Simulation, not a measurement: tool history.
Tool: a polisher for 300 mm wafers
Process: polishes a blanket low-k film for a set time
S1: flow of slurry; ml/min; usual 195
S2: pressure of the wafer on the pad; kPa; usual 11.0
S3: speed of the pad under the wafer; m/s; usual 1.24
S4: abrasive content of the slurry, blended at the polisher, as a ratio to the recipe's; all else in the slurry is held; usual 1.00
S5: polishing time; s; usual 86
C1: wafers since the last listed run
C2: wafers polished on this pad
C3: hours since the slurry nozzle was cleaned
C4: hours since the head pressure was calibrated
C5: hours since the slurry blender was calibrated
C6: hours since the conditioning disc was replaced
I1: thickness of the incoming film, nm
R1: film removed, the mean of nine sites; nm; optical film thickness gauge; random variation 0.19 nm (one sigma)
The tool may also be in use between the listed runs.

run 1 day=0.000 | S1=195 S2=13.1 S3=1.24 S4=1.00 S5=86 | C1=0 C2=351 C3=63.9 C4=1014.5 C5=35.5 C6=5.2 | I1=369.2 | R1=34.8
run 2 day=0.454 | S1=195 S2=13.1 S3=1.24 S4=1.00 S5=86 | C1=69 C2=421 C3=74.8 C4=1025.4 C5=46.4 C6=16.1 | I1=362.2 | R1=34.6
run 3 day=0.858 | S1=195 S2=11.0 S3=1.24 S4=1.00 S5=97 | C1=62 C2=484 C3=84.5 C4=1035.1 C5=56.1 C6=25.8 | I1=369.2 | R1=33.6
run 4 day=1.467 | S1=195 S2=11.0 S3=1.24 S4=1.00 S5=86 | C1=93 C2=577 C3=99.1 C4=1049.7 C5=70.7 C6=40.4 | I1=371.6 | R1=29.5
-- day=1.900 head pressure recalibrated
run 5 day=2.092 | S1=255 S2=11.0 S3=1.24 S4=1.00 S5=63 | C1=83 C2=661 C3=114.1 C4=4.6 C5=85.7 C6=55.4 | I1=374.7 | R1=22.3
-- day=2.646 worn pad replaced by a new one
run 6 day=2.817 | S1=195 S2=11.0 S3=1.24 S4=1.00 S5=86 | C1=86 C2=26 C3=131.5 C4=22.0 C5=103.1 C6=72.8 | I1=368.2 | R1=29.7
run 7 day=3.362 | S1=195 S2=14.5 S3=1.42 S4=1.00 S5=86 | C1=84 C2=110 C3=144.6 C4=35.1 C5=116.2 C6=85.9 | I1=368.6 | R1=42.4
run 8 day=4.062 | S1=195 S2=11.0 S3=1.04 S4=1.00 S5=72 | C1=107 C2=218 C3=161.4 C4=51.9 C5=133.0 C6=102.7 | I1=369.4 | R1=21.4
run 9 day=4.779 | S1=175 S2=11.0 S3=1.24 S4=1.00 S5=86 | C1=110 C2=328 C3=178.6 C4=69.1 C5=150.2 C6=119.9 | I1=373.3 | R1=29.0
run 10 day=5.258 | S1=195 S2=11.0 S3=0.96 S4=1.00 S5=66 | C1=73 C2=402 C3=190.1 C4=80.6 C5=161.7 C6=131.4 | I1=367.8 | R1=18.4
run 11 day=5.929 | S1=195 S2=11.0 S3=1.10 S4=0.85 S5=86 | C1=103 C2=505 C3=206.2 C4=96.7 C5=177.8 C6=147.5 | I1=365.6 | R1=25.3
run 12 day=6.667 | S1=195 S2=9.0 S3=0.88 S4=1.10 S5=86 | C1=113 C2=619 C3=223.9 C4=114.4 C5=195.5 C6=165.2 | I1=364.8 | R1=19.1
run 13 day=6.946 | S1=195 S2=11.0 S3=1.24 S4=0.90 S5=86 | C1=43 C2=662 C3=230.6 C4=121.1 C5=202.2 C6=171.9 | I1=370.1 | R1=28.0
run 14 day=7.200 | S1=195 S2=11.0 S3=0.96 S4=1.00 S5=86 | C1=39 C2=701 C3=236.7 C4=127.2 C5=208.3 C6=178.0 | I1=364.9 | R1=24.0
run 15 day=7.458 | S1=195 S2=11.0 S3=1.24 S4=1.20 S5=86 | C1=39 C2=741 C3=242.9 C4=133.4 C5=214.5 C6=184.2 | I1=362.2 | R1=31.2
-- day=7.871 worn pad replaced by a new one
run 16 day=7.912 | S1=170 S2=11.0 S3=1.24 S4=1.20 S5=86 | C1=44 C2=6 C3=253.8 C4=144.3 C5=225.4 C6=195.1 | I1=371.5 | R1=30.6
run 17 day=8.221 | S1=195 S2=11.0 S3=1.24 S4=1.00 S5=86 | C1=47 C2=53 C3=261.2 C4=151.7 C5=232.8 C6=202.5 | I1=370.4 | R1=29.0
run 18 day=8.862 | S1=195 S2=11.0 S3=1.24 S4=1.00 S5=86 | C1=98 C2=152 C3=276.6 C4=167.1 C5=248.2 C6=217.9 | I1=367.7 | R1=29.1
run 19 day=9.208 | S1=195 S2=11.0 S3=1.24 S4=1.00 S5=86 | C1=53 C2=205 C3=284.9 C4=175.4 C5=256.5 C6=226.2 | I1=371.8 | R1=28.9
run 20 day=9.733 | S1=195 S2=11.0 S3=1.24 S4=1.00 S5=86 | C1=80 C2=286 C3=297.5 C4=188.0 C5=269.1 C6=238.8 | I1=374.4 | R1=28.9
run 21 day=10.300 | S1=195 S2=9.7 S3=1.56 S4=0.80 S5=86 | C1=87 C2=373 C3=311.1 C4=201.6 C5=282.7 C6=252.4 | I1=369.2 | R1=28.4
run 22 day=10.775 | S1=195 S2=11.0 S3=0.90 S4=1.00 S5=58 | C1=73 C2=447 C3=322.5 C4=213.0 C5=294.1 C6=263.8 | I1=371.1 | R1=15.0
run 23 day=11.242 | S1=195 S2=8.3 S3=1.62 S4=0.70 S5=106 | C1=71 C2=519 C3=333.7 C4=224.2 C5=305.3 C6=275.0 | I1=368.6 | R1=29.8
run 24 day=11.858 | S1=195 S2=9.0 S3=1.02 S4=1.00 S5=86 | C1=95 C2=614 C3=348.5 C4=239.0 C5=320.1 C6=289.8 | I1=365.4 | R1=20.0
-- day=12.083 worn pad replaced by a new one
run 25 day=12.571 | S1=195 S2=15.2 S3=1.24 S4=1.25 S5=86 | C1=84 C2=75 C3=365.6 C4=256.1 C5=337.2 C6=306.9 | I1=370.6 | R1=41.2
run 26 day=12.892 | S1=195 S2=11.0 S3=1.56 S4=1.00 S5=86 | C1=49 C2=124 C3=373.3 C4=263.8 C5=344.9 C6=314.6 | I1=373.7 | R1=33.8

4 ways to go on from here, each from the tool as it stands after run 26. What would each give?
run A day=12.908 | S1=195 S2=11.0 S3=1.24 S4=1.00 S5=86 | C1=2 C2=127 C3=373.7 C4=264.2 C5=345.3 C6=315.0 | I1=364.6 | R1=?
run B day=12.908 | S1=195 S2=11.0 S3=0.90 S4=1.00 S5=65 | C1=2 C2=127 C3=373.7 C4=264.2 C5=345.3 C6=315.0 | I1=364.6 | R1=?
run C day=12.908 | S1=195 S2=11.0 S3=1.40 S4=1.30 S5=114 | C1=2 C2=127 C3=373.7 C4=264.2 C5=345.3 C6=315.0 | I1=364.6 | R1=?
run D day=12.908 | S1=195 S2=7.6 S3=1.24 S4=1.30 S5=86 | C1=2 C2=127 C3=373.7 C4=264.2 C5=345.3 C6=315.0 | I1=364.6 | R1=?

run=A R1=28.6
run=B R1=16.8
run=C R1=46.1
run=D R1=22.7
Without the tool's hidden state the same runs would have given:
run=A R1=30.0
run=B R1=17.5
run=C R1=48.0
run=D R1=23.6
